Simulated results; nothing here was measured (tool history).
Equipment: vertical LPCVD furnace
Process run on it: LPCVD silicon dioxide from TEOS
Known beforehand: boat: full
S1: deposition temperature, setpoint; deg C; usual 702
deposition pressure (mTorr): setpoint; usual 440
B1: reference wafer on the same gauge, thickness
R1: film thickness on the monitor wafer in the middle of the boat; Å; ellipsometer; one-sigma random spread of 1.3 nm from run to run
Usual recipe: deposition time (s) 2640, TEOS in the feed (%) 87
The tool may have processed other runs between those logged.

run 1 hour=0.0 | S1=702 deposition_pressure_(mTorr)=440 deposition_time_(s)=2640 TEOS_in_the_feed_(%)=87 | B1=477.01 | R1=5386.0
run 2 hour=34.8 | S1=702 deposition_pressure_(mTorr)=440 deposition_time_(s)=2640 TEOS_in_the_feed_(%)=87 | B1=477.20 | R1=5394.4
run 3 hour=67.2 | S1=702 deposition_pressure_(mTorr)=440 deposition_time_(s)=2640 TEOS_in_the_feed_(%)=87 | B1=476.75 | R1=5413.7
run 4 hour=94.1 | S1=702 deposition_pressure_(mTorr)=440 deposition_time_(s)=2640 TEOS_in_the_feed_(%)=87 | B1=476.81 | R1=5394.8
run 5 hour=108.2 | S1=702 deposition_pressure_(mTorr)=440 deposition_time_(s)=2640 TEOS_in_the_feed_(%)=87 | B1=477.17 | R1=5407.9
run 6 hour=122.9 | S1=702 deposition_pressure_(mTorr)=440 deposition_time_(s)=2640 TEOS_in_the_feed_(%)=81 | B1=476.98 | R1=5204.7
run 7 hour=156.3 | S1=702 deposition_pressure_(mTorr)=440 deposition_time_(s)=2640 TEOS_in_the_feed_(%)=81 | B1=477.29 | R1=5226.3
-- hour=180.9 TEOS flow controller replaced
run 8 hour=184.9 | S1=702 deposition_pressure_(mTorr)=440 deposition_time_(s)=2640 TEOS_in_the_feed_(%)=87 | B1=477.52 | R1=5446.6
run 9 hour=211.1 | S1=702 deposition_pressure_(mTorr)=440 deposition_time_(s)=2640 TEOS_in_the_feed_(%)=87 | B1=476.92 | R1=5421.9
run 10 hour=225.9 | S1=702 deposition_pressure_(mTorr)=440 deposition_time_(s)=2640 TEOS_in_the_feed_(%)=87 | B1=476.67 | R1=5437.8
run 11 hour=249.6 | S1=702 deposition_pressure_(mTorr)=440 deposition_time_(s)=2640 TEOS_in_the_feed_(%)=87 | B1=477.17 | R1=5422.0
run 12 hour=278.3 | S1=691 deposition_pressure_(mTorr)=470 deposition_time_(s)=1920 TEOS_in_the_feed_(%)=71 | B1=476.78 | R1=2845.5
-- hour=391.0 pressure gauge zeroed
run 13 hour=391.5 | S1=696 deposition_pressure_(mTorr)=525 deposition_time_(s)=3150 TEOS_in_the_feed_(%)=80 | B1=477.01 | R1=5928.2
run 14 hour=402.1 | S1=699 deposition_pressure_(mTorr)=380 deposition_time_(s)=3480 TEOS_in_the_feed_(%)=97 | B1=477.58 | R1=6545.3
run 15 hour=426.9 | S1=698 deposition_pressure_(mTorr)=440 deposition_time_(s)=2100 TEOS_in_the_feed_(%)=93 | B1=477.00 | R1=4067.3
run 16 hour=444.8 | S1=702 deposition_pressure_(mTorr)=440 deposition_time_(s)=2640 TEOS_in_the_feed_(%)=87 | B1=476.81 | R1=5459.0
run 17 hour=476.6 | S1=702 deposition_pressure_(mTorr)=440 deposition_time_(s)=2640 TEOS_in_the_feed_(%)=87 | B1=477.35 | R1=5428.8
-- hour=489.0 gauge calibrated
-- hour=505.3 thermocouples replaced and temperature profile calibrated
run 18 hour=505.8 | S1=702 deposition_pressure_(mTorr)=440 deposition_time_(s)=2640 TEOS_in_the_feed_(%)=81 | B1=476.98 | R1=5005.1
run 19 hour=510.6 | S1=695 deposition_pressure_(mTorr)=440 deposition_time_(s)=3000 TEOS_in_the_feed_(%)=87 | B1=476.67 | R1=5017.0
run 20 hour=528.8 | S1=702 deposition_pressure_(mTorr)=440 deposition_time_(s)=3390 TEOS_in_the_feed_(%)=87 | B1=476.85 | R1=6658.4
run 21 hour=547.1 | S1=702 deposition_pressure_(mTorr)=440 deposition_time_(s)=2640 TEOS_in_the_feed_(%)=87 | B1=477.16 | R1=5221.4
run 22 hour=573.6 | S1=702 deposition_pressure_(mTorr)=440 deposition_time_(s)=2640 TEOS_in_the_feed_(%)=76 | B1=477.27 | R1=4842.6
run 23 hour=606.5 | S1=702 deposition_pressure_(mTorr)=440 deposition_time_(s)=2640 TEOS_in_the_feed_(%)=87 | B1=477.00 | R1=5190.5
run 24 hour=623.2 | S1=702 deposition_pressure_(mTorr)=440 deposition_time_(s)=1800 TEOS_in_the_feed_(%)=75 | B1=476.75 | R1=3291.8
run 25 hour=652.3 | S1=702 deposition_pressure_(mTorr)=440 deposition_time_(s)=2640 TEOS_in_the_feed_(%)=97 | B1=476.90 | R1=5488.5
run 26 hour=686.9 | S1=712 deposition_pressure_(mTorr)=385 deposition_time_(s)=1950 TEOS_in_the_feed_(%)=97 | B1=476.64 | R1=4785.9
run 27 hour=703.1 | S1=690 deposition_pressure_(mTorr)=440 deposition_time_(s)=2640 TEOS_in_the_feed_(%)=92 | B1=476.97 | R1=4027.7
run 28 hour=729.0 | S1=690 deposition_pressure_(mTorr)=440 deposition_time_(s)=2640 TEOS_in_the_feed_(%)=92 | B1=477.18 | R1=4040.6
run 29 hour=752.8 | S1=693 deposition_pressure_(mTorr)=440 deposition_time_(s)=3420 TEOS_in_the_feed_(%)=97 | B1=476.69 | R1=5784.8
run 30 hour=781.7 | S1=702 deposition_pressure_(mTorr)=440 deposition_time_(s)=3300 TEOS_in_the_feed_(%)=87 | B1=477.20 | R1=6497.3

Below, some changes in R1 between adjacent runs. For each, the amount present without the hidden state too (settings, incoming material, random variation) and the amount remaining for the hidden state with gauge scatter not shared by both compared results:
The tool's hidden condition here consists of: true tube temperature minus thermocouple reading, K; true pressure minus gauge reading, mTorr; deviation of the TEOS flow from its setpoint, %; gauge reads high (%).
Run 11 -> 12: S1 702 -> 691, deposition pressure (mTorr) 440 -> 470, deposition time (s) 2640 -> 1920, TEOS in the feed (%) 87 -> 71. R1 -2576.5 Å: hidden state -106.0, all else -2470.5.
Run 12 -> 13: S1 691 -> 696, deposition pressure (mTorr) 470 -> 525, deposition time (s) 1920 -> 3150, TEOS in the feed (%) 71 -> 80, pressure gauge zeroed. R1 +3082.7 Å: hidden state +147.0, all else +2935.7.
Run 14 -> 15: S1 699 -> 698, deposition pressure (mTorr) 380 -> 440, deposition time (s) 3480 -> 2100, TEOS in the feed (%) 97 -> 93. R1 -2478.0 Å: hidden state -111.5, all else -2366.5.
Run 17 -> 18: TEOS in the feed (%) 87 -> 81, gauge calibrated, thermocouples replaced and temperature profile calibrated. R1 -423.7 Å: hidden state -248.2, all else -175.5.
